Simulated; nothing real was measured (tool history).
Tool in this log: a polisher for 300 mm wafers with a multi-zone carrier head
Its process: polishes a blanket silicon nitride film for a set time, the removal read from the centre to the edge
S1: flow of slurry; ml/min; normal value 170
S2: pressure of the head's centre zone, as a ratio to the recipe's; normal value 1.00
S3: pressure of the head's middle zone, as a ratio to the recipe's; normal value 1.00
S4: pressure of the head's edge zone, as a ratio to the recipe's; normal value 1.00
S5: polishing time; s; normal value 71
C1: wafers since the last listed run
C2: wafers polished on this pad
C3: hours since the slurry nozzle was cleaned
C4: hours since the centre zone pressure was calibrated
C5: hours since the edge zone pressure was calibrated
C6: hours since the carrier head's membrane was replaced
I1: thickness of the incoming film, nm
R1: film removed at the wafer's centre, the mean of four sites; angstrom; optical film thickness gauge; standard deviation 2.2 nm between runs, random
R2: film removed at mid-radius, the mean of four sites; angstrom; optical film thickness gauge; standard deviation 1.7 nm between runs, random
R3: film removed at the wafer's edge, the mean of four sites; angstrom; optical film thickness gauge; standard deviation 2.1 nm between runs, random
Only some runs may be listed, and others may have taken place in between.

run,day,S1,S2,S3,S4,S5,C1,C2,C3,C4,C5,C6,I1,R1,R2,R3
1,0.000,170,1.00,1.00,1.08,71,0,724,560.9,6.4,369.3,444.1,483.0,1309,1327,1399
2,0.321,170,1.00,1.00,1.08,71,82,807,568.6,14.1,377.0,451.8,498.6,1332,1295,1374
3,0.746,170,1.00,1.00,1.00,59,109,916,578.8,24.3,387.2,462.0,487.6,1064,1057,1103
# day 1.038: worn pad replaced by a new one
4,1.071,170,1.00,1.00,1.00,71,40,8,586.6,32.1,395.0,469.8,497.8,1479,1438,1439
5,1.517,170,1.00,1.00,1.00,71,114,122,597.3,42.8,405.7,480.5,494.7,1401,1417,1441
6,2.154,170,1.00,1.00,1.00,71,164,287,612.6,58.1,421.0,495.8,499.1,1378,1378,1389
7,2.446,170,1.00,1.00,1.00,71,75,362,619.6,65.1,428.0,502.8,494.9,1354,1401,1362
8,3.154,170,1.00,1.00,1.00,79,182,544,636.6,82.1,445.0,519.8,489.7,1468,1465,1502
# day 3.446: slurry nozzle cleaned
9,3.896,120,1.00,0.93,1.00,71,180,724,10.8,99.9,462.8,537.6,496.0,1162,1119,1238
# day 4.138: carrier head's membrane replaced by a new one, of another model than before
10,4.171,170,1.00,1.00,0.89,64,17,742,17.4,106.5,469.4,0.8,491.6,1162,1155,1142
11,4.675,170,1.00,1.00,0.91,71,129,871,29.5,118.6,481.5,12.9,491.7,1220,1239,1213
# day 5.025: worn pad replaced by a new one
12,5.154,170,1.08,1.00,0.92,96,80,32,41.0,130.1,493.0,24.4,487.8,2228,1983,1940
13,5.662,200,0.90,1.10,1.05,71,130,163,53.2,142.3,505.2,36.6,496.7,1191,1603,1505
14,6.196,120,1.00,0.93,1.00,71,137,301,66.0,155.1,518.0,49.4,491.5,1261,1206,1329
# day 6.288: edge zone pressure recalibrated
15,6.654,170,0.95,1.00,1.00,80,96,397,77.0,166.1,8.8,60.4,496.1,1417,1569,1601
# day 8.104: worn pad replaced by a new one
16,8.329,170,1.00,1.00,1.00,71,388,58,117.2,206.3,49.0,100.6,491.4,1453,1458,1493
17,8.629,205,1.00,1.05,1.12,63,77,135,124.4,213.5,56.2,107.8,490.2,1321,1407,1372
18,8.921,170,0.89,1.00,1.00,71,75,210,131.4,220.5,63.2,114.8,489.7,1136,1429,1461
19,9.475,170,1.00,0.95,1.00,71,142,353,144.7,233.8,76.5,128.1,488.7,1411,1356,1452
20,9.746,170,1.00,1.00,1.00,71,69,422,151.2,240.3,83.0,134.6,486.0,1408,1401,1444
21,10.346,170,1.00,1.00,1.00,71,154,577,165.6,254.7,97.4,149.0,492.1,1355,1378,1405
22,10.933,170,1.05,1.00,1.00,80,151,728,179.7,268.8,111.5,163.1,493.0,1613,1504,1524

Predict each of these 4 candidate next runs independently; none follows another, all start after run 22:
A,10.950,170,1.00,1.00,1.00,71,4,733,180.1,269.2,111.9,163.5,491.0,?,?,?
B,10.950,170,1.00,1.06,1.00,71,4,733,180.1,269.2,111.9,163.5,491.0,?,?,?
C,10.950,135,1.00,1.00,0.95,71,4,733,180.1,269.2,111.9,163.5,491.0,?,?,?
D,10.950,170,1.00,1.05,1.00,71,4,733,180.1,269.2,111.9,163.5,491.0,?,?,?

run,R1,R2,R3
A,1336,1318,1349
B,1337,1403,1348
C,1265,1256,1282
D,1337,1389,1348
Had the tool no hidden state, the same runs would have come out as:
run,R1,R2,R3
A,1480,1460,1494
B,1481,1553,1493
C,1401,1391,1420
D,1481,1538,1493
